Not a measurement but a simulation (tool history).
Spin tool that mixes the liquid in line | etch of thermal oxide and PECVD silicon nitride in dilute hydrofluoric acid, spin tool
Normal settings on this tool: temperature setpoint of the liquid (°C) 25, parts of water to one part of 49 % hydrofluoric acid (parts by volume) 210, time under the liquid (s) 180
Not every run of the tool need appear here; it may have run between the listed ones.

run   hour  temperature setpoint of the liquid (°C)  parts of water to one part of 49 % hydrofluoric acid (parts by volume)  time under the liquid (s)  wafers since the last listed run  hours since the thermometer was replaced  hours since the hydrofluoric acid flow meter was replaced  hours since the gauge calibration  read-back film thickness of the thermal oxide reference wafer, read on the same gauge (nm)  read-back film thickness of the PECVD silicon nitride reference wafer, read on the same gauge (nm)  thickness taken off the thermal oxide on a monitor wafer (angstrom)  thickness taken off the PECVD silicon nitride on a monitor wafer (angstrom)
  1      0                                       23                                                                     250                        180                                 0                                    2458.7                                                     2224.7                              248.5                                                                                       90.02                                                                                              39.971                                                                20.23                                                                         8.58
  2    9.7                                       25                                                                     165                        210                                88                                    2468.4                                                     2234.4                              258.2                                                                                      89.995                                                                                              39.993                                                                41.79                                                                        17.52
  3   27.1                                       25                                                                     210                        180                               157                                    2485.8                                                     2251.8                              275.6                                                                                      89.998                                                                                              40.024                                                                26.53                                                                        11.32
  4     37                                       25                                                                     210                        180                                89                                    2495.7                                                     2261.7                              285.5                                                                                      90.013                                                                                              40.023                                                                26.77                                                                        11.52
  5   51.9                                     22.5                                                                     210                        250                               135                                    2510.6                                                     2276.6                              300.4                                                                                      90.006                                                                                              39.999                                                                33.92                                                                        13.47
  6     58                                     22.5                                                                     210                        250                                55                                    2516.7                                                     2282.7                              306.5                                                                                      89.983                                                                                              40.016                                                                33.57                                                                        13.67
  7   68.5                                       23                                                                     210                         95                                95                                    2527.2                                                     2293.2                                317                                                                                      90.018                                                                                               40.02                                                                12.97                                                                         5.33
  8   82.3                                     26.5                                                                     210                        180                               125                                      2541                                                       2307                              330.8                                                                                      89.985                                                                                              39.961                                                                28.43                                                                        12.92
  9   94.1                                       25                                                                     210                        180                               107                                    2552.8                                                     2318.8                              342.6                                                                                      89.984                                                                                              39.993                                                                26.52                                                                        11.64
 10  108.4                                       29                                                                     110                        180                               129                                    2567.1                                                     2333.1                              356.9                                                                                      89.998                                                                                              39.971                                                                66.41                                                                        28.69
     122.4  -- thermometer replaced
 11  125.9                                     20.5                                                                     305                        290                               149                                       3.5                                                     2350.6                              374.4                                                                                      90.018                                                                                              39.996                                                                24.84                                                                        11.43
     128.6  -- gauge calibrated
 12    139                                       25                                                                     150                        180                               118                                      16.6                                                     2363.7                               10.4                                                                                      89.987                                                                                              40.011                                                                43.74                                                                        18.98
 13  153.1                                       29                                                                     110                        180                               127                                      30.7                                                     2377.8                               24.5                                                                                      90.032                                                                                              40.019                                                                74.56                                                                        34.26
 14  169.4                                       25                                                                     210                        180                               147                                        47                                                     2394.1                               40.8                                                                                      90.012                                                                                              39.988                                                                29.22                                                                           14
 15  178.3                                     29.5                                                                     175                        180                                80                                      55.9                                                       2403                               49.7                                                                                      90.037                                                                                               40.02                                                                42.73                                                                        21.71
     188.3  -- hydrofluoric acid flow meter replaced
 16    193                                     21.5                                                                     210                        215                               124                                      70.6                                                        4.7                               64.4                                                                                      89.998                                                                                              39.983                                                                36.49                                                                        15.24
 17  206.1                                       25                                                                     210                        180                               118                                      83.7                                                       17.8                               77.5                                                                                       89.97                                                                                              40.015                                                                34.81                                                                        16.03
 18  223.9                                     22.5                                                                     310                        255                               161                                     101.5                                                       35.6                               95.3                                                                                      90.021                                                                                              39.948                                                                27.57                                                                        13.17
 19  238.5                                     23.5                                                                     265                        250                               132                                     116.1                                                       50.2                              109.9                                                                                      90.007                                                                                              40.009                                                                33.96                                                                        16.18
 20  244.6                                     20.5                                                                     160                        220                                55                                     122.2                                                       56.3                                116                                                                                      89.993                                                                                              40.038                                                                49.48                                                                        18.56
 21  260.2                                     22.5                                                                     150                        255                               141                                     137.8                                                       71.9                              131.6                                                                                      90.002                                                                                              39.972                                                                66.06                                                                        26.37
 22    276                                       23                                                                     240                        250                               143                                     153.6                                                       87.7                              147.4                                                                                      89.996                                                                                              39.983                                                                37.66                                                                        16.88
 23    289                                       22                                                                     210                        180                               117                                     166.6                                                      100.7                              160.4                                                                                      89.995                                                                                              39.973                                                                30.91                                                                        12.86
 24    301                                       29                                                                     275                        265                               108                                     178.6                                                      112.7                              172.4                                                                                      89.993                                                                                              40.038                                                                41.43                                                                         22.4
 25  312.4                                     20.5                                                                     130                         70                               103                                       190                                                      124.1                              183.8                                                                                      89.998                                                                                              40.029                                                                19.74                                                                         7.31

Hidden state or all else? Some run-to-run changes of thickness taken off the thermal oxide on a monitor wafer (angstrom), split into what the settings, what came in and random variation would give without the hidden state, and what is left for the hidden state (with any gauge scatter that isn't in both results):
Hidden state present: liquid colder than its thermometer reads (K); hydrofluoric acid flow below the setpoint (%); gauge reads high (%).
Run 9 -> 10: temperature setpoint of the liquid (°C) 25 -> 29, parts of water to one part of 49 % hydrofluoric acid (parts by volume) 210 -> 110. thickness taken off the thermal oxide on a monitor wafer (angstrom) +39.89: hidden state -12.84, all else +52.73.
Run 10 -> 11: temperature setpoint of the liquid (°C) 29 -> 20.5, parts of water to one part of 49 % hydrofluoric acid (parts by volume) 110 -> 305, time under the liquid (s) 180 -> 290, thermometer replaced. thickness taken off the thermal oxide on a monitor wafer (angstrom) -41.57: hidden state +16.38, all else -57.95.
Run 13 -> 14: temperature setpoint of the liquid (°C) 29 -> 25, parts of water to one part of 49 % hydrofluoric acid (parts by volume) 110 -> 210. thickness taken off the thermal oxide on a monitor wafer (angstrom) -45.34: hidden state +8.42, all else -53.76.
